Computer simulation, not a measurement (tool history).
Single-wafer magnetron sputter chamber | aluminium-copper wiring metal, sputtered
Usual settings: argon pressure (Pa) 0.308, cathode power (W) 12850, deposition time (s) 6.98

run    hour  argon pressure (Pa)  cathode power (W)  deposition time (s)  read-back reference wafer on the same gauge, thickness_nm  mean film thickness on the monitor wafer (Å)
  1     0.0                0.308              12050                 6.98                                                    141.072                                       1570.11
  2    68.1                0.308              12050                 6.98                                                    140.993                                       1572.32
  3   128.8                0.308              12850                 6.98                                                    140.957                                       1668.65
  4   222.1                0.308              12850                 6.98                                                    140.846                                       1656.14
  5   277.0                0.308              12850                 6.98                                                    140.851                                       1649.90
  6   349.5                0.308              12850                 6.98                                                    140.917                                       1658.11
  7   423.8                0.308              10350                 6.98                                                    141.015                                       1386.47
      466.0  -- sputter target and shields replaced
  8   486.5                0.308              10350                 6.98                                                    140.993                                       1380.58
  9   569.2                0.308              10350                 6.98                                                    140.791                                       1363.51
 10   612.7                0.243              12850                 6.98                                                    140.880                                       1704.46
 11   701.7                0.243              12850                 6.98                                                    141.095                                       1703.12
 12   768.0                0.243              12850                 6.98                                                    140.993                                       1706.26
      793.2  -- gauge calibrated
 13   817.3                0.308              12850                 6.98                                                    140.953                                       1674.21
 14   856.4                0.308              12850                 6.98                                                    140.917                                       1642.48
 15   899.3                0.308              12850                 6.98                                                    141.225                                       1636.81
 16   970.2                0.308              12850                 6.98                                                    141.054                                       1653.32
      981.1  -- sputter target and shields replaced
 17  1075.5                0.308              12850                 6.98                                                    141.021                                       1655.48
 18  1125.9                0.362              12850                 6.98                                                    141.025                                       1602.51
 19  1210.0                0.269              12850                 6.98                                                    141.057                                       1688.13
     1252.9  -- capacitance manometer re-zeroed and calibrated
 20  1302.1                0.248              13650                 8.24                                                    141.086                                       2159.67
     1335.8  -- magnet pack replaced
 21  1395.7                0.308              12850                 6.98                                                    140.798                                       1694.20
 22  1439.9                0.430              12850                 7.96                                                    141.070                                       1820.44
 23  1493.7                0.222              12850                 6.22                                                    141.115                                       1554.67
     1566.9  -- sputter target and shields replaced
 24  1567.4                0.229              12850                 6.28                                                    140.963                                       1557.44
 25  1661.1                0.308              12850                 6.98                                                    140.891                                       1657.88
 26  1736.5                0.308              11850                 6.98                                                    141.035                                       1538.04
 27  1776.7                0.308              11200                 7.72                                                    141.207                                       1653.61
 28  1875.4                0.308              10350                 6.98                                                    141.122                                       1386.47
 29  1921.6                0.271              10850                 5.87                                                    141.112                                       1234.99
 30  1959.8                0.308              12850                 6.98                                                    141.086                                       1660.17
 31  2049.0                0.308              12850                 5.84                                                    140.983                                       1381.47
 32  2110.9                0.308              12850                 6.98                                                    141.173                                       1660.18
     2126.4  -- sputter target and shields replaced
 33  2213.3                0.248              10600                 6.98                                                    140.895                                       1453.18
 34  2263.2                0.408              14550                 6.32                                                    140.984                                       1590.90
 35  2320.7                0.308              12850                 6.98                                                    141.006                                       1645.88

3 ways to go on from here, each from the tool as it stands after run 35. What would each give?
  A  2321.1                0.200              12850                 6.98                                                          ?                                             ?
  B  2321.1                0.391              15300                 7.80                                                          ?                                             ?
  C  2321.1                0.261              12850                 5.65                                                          ?                                             ?

run  read-back reference wafer on the same gauge, thickness_nm  mean film thickness on the monitor wafer (Å)
  A                                                    140.822                                       1754.07
  B                                                    140.822                                       2078.53
  C                                                    140.822                                       1377.77
Without the tool's hidden state the same runs would have given:
run  mean film thickness on the monitor wafer (Å)
  A                                       1776.69
  B                                       2123.45
  C                                       1399.46
